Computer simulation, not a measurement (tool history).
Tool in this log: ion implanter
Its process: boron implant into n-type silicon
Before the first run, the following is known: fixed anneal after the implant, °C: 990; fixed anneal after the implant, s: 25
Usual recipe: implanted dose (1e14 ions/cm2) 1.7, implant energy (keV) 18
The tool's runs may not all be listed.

run     day  implanted dose (1e14 ions/cm2)  implant energy (keV)  wafers since the last listed run  hours since the last dose calibration  hours since the extraction supply was calibrated  hours since the gauge calibration  read-back reference wafer on the same gauge, sheet resistance  sheet resistance of the implanted and annealed layer (ohm/square)
  1       0                             1.7                  20.5                                 0                                  572.6                                            4992.1                              314.2                                                         477.09                                                             505.85
  2   3.925                             1.7                    18                              2110                                  666.8                                            5086.3                              408.4                                                         477.58                                                             510.34
  3   6.038                             1.7                    18                              1135                                  717.5                                              5137                              459.1                                                         478.13                                                             511.29
  4   7.892                             1.7                    18                               996                                    762                                            5181.5                              503.6                                                         476.77                                                             514.67
  5   9.442                             1.7                    18                               833                                  799.2                                            5218.7                              540.8                                                         476.73                                                             509.63
      10.05  -- gauge calibrated
  6  11.717                             1.7                    18                              1223                                  853.8                                            5273.3                                 40                                                         477.01                                                             509.53
  7  15.883                             1.7                    18                              2240                                  953.8                                            5373.3                                140                                                         477.18                                                             513.64
  8    20.1                             1.7                    18                              2267                                   1055                                            5474.5                              241.2                                                         476.65                                                             522.88
  9  24.196                             1.3                  15.5                              2202                                 1153.3                                            5572.8                              339.5                                                         477.01                                                             654.42
 10   26.15                             1.7                    18                              1050                                 1200.2                                            5619.7                              386.4                                                         476.17                                                             517.44
 11  29.558                             1.7                    18                              1832                                   1282                                            5701.5                              468.2                                                         478.57                                                             519.52
     31.392  -- Faraday cup replaced and dose calibrated
 12  31.538                             1.7                    18                               884                                    3.5                                              5749                              515.7                                                         477.33                                                                504
      35.45  -- extraction supply calibrated
 13  35.471                            1.43                    15                              1935                                   97.9                                               0.5                              610.1                                                         477.14                                                              589.7
     35.917  -- gauge calibrated
 14  39.138                            1.85                  14.5                              1971                                  185.9                                              88.5                               77.3                                                         477.32                                                             484.92
 15  41.188                            2.07                    18                              1102                                  235.1                                             137.7                              126.5                                                         477.42                                                             430.93
 16  44.967                             2.1                  21.5                              2031                                  325.8                                             228.4                              217.2                                                         477.67                                                             418.17

4 ways to go on from here, each from the tool as it stands after run 16. What would each give?
  A  44.983                             1.7                    18                                 8                                  326.2                                             228.8                              217.6                                                              ?                                                                  ?
  B  44.983                             1.7                  19.5                                 8                                  326.2                                             228.8                              217.6                                                              ?                                                                  ?
  C  44.983                             1.7                    12                                 8                                  326.2                                             228.8                              217.6                                                              ?                                                                  ?
  D  44.983                            1.96                  14.5                                 8                                  326.2                                             228.8                              217.6                                                              ?                                                                  ?

run  read-back reference wafer on the same gauge, sheet resistance  sheet resistance of the implanted and annealed layer (ohm/square)
  A                                                         476.77                                                             512.91
  B                                                         476.77                                                             507.29
  C                                                         476.77                                                             540.93
  D                                                         476.77                                                             471.21
With the hidden condition removed and each run's random variation left untouched, the same runs would have given:
run  sheet resistance of the implanted and annealed layer (ohm/square)
  A                                                             510.45
  B                                                             504.88
  C                                                             538.29
  D                                                             468.91
